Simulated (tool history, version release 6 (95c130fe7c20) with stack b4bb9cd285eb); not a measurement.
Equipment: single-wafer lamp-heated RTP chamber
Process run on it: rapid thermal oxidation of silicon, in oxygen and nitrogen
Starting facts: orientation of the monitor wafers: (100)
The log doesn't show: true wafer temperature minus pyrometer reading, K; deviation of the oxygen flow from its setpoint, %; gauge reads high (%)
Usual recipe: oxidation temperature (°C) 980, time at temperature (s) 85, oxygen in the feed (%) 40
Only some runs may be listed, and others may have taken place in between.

run	hour	oxidation temperature (°C)	time at temperature (s)	oxygen in the feed (%)	wafers since the last listed run	wafers since the last pyrometer calibration	hours since the oxygen flow controller was replaced	hours since the gauge calibration	read-back reference wafer on the same gauge, thickness	oxide thickness on the monitor wafer (nm)
1	0.0	980	85	40	0	7721	2177.7	160.0	4.085	4.112
# hour 23.5: pyrometer window cleaned and pyrometer calibrated
2	86.5	980	85	25	489	393	2264.2	246.5	4.077	3.507
3	152.4	980	85	25	410	804	2330.1	312.4	4.078	3.502
4	258.3	980	85	40	660	1464	2436.0	418.3	4.084	4.053
5	317.7	980	85	40	370	1834	2495.4	477.7	4.079	4.070
6	365.5	980	85	40	298	2132	2543.2	525.5	4.076	4.051
7	448.6	980	103	40	518	2650	2626.3	608.6	4.079	4.411
8	511.6	980	85	40	392	3043	2689.3	671.6	4.076	4.057
9	618.6	980	85	40	667	3711	2796.3	778.6	4.085	4.070
10	675.8	980	85	40	356	4067	2853.5	835.8	4.076	4.047
11	807.2	980	85	40	819	4887	2984.9	967.2	4.081	4.085
12	850.3	980	85	40	268	5155	3028.0	1010.3	4.078	4.085
13	950.1	980	85	27	622	5778	3127.8	1110.1	4.077	3.639
14	1009.2	980	85	48	368	6146	3186.9	1169.2	4.084	4.316
15	1078.8	980	52	40	433	6580	3256.5	1238.8	4.077	3.373
# hour 1112.0: pyrometer window cleaned and pyrometer calibrated
# hour 1182.1: gauge calibrated
16	1257.6	980	72	57	1065	907	3435.3	75.5	4.083	4.232
17	1305.4	980	126	40	298	1205	3483.1	123.3	4.080	4.807
18	1345.4	971	85	19	249	1455	3523.1	163.3	4.074	3.109
19	1409.2	994	97	60	397	1853	3586.9	227.1	4.076	5.451
20	1447.0	980	85	22	235	2088	3624.7	264.9	4.076	3.424
# hour 1709.2: oxygen flow controller replaced
21	1743.5	980	85	40	1798	3887	34.3	561.4	4.083	4.080
22	1812.0	980	123	27	427	4314	102.8	629.9	4.077	4.219
23	1870.7	980	85	40	366	4680	161.5	688.6	4.081	4.090
24	1943.8	980	43	63	455	5136	234.6	761.7	4.083	3.586
25	2002.1	980	99	17	363	5500	292.9	820.0	4.073	3.383
26	2060.6	989	47	17	364	5865	351.4	878.5	4.077	2.775
# hour 2222.2: pyrometer window cleaned and pyrometer calibrated
27	2246.0	980	85	40	1106	148	536.8	1063.9	4.074	4.008
28	2333.9	971	43	60	548	696	624.7	1151.8	4.077	3.299

Predict each of these 3 candidate next runs independently; none follows another, all start after run 28:
A	2334.3	980	85	40	2	698	625.1	1152.2	?	?
B	2334.3	980	85	65	2	698	625.1	1152.2	?	?
C	2334.3	956	85	22	2	698	625.1	1152.2	?	?

run	read-back reference wafer on the same gauge, thickness	oxide thickness on the monitor wafer (nm)
A	4.079	4.039
B	4.079	4.732
C	4.079	2.969
What these runs would have given with no unlogged condition in the tool:
run	oxide thickness on the monitor wafer (nm)
A	4.017
B	4.705
C	2.957
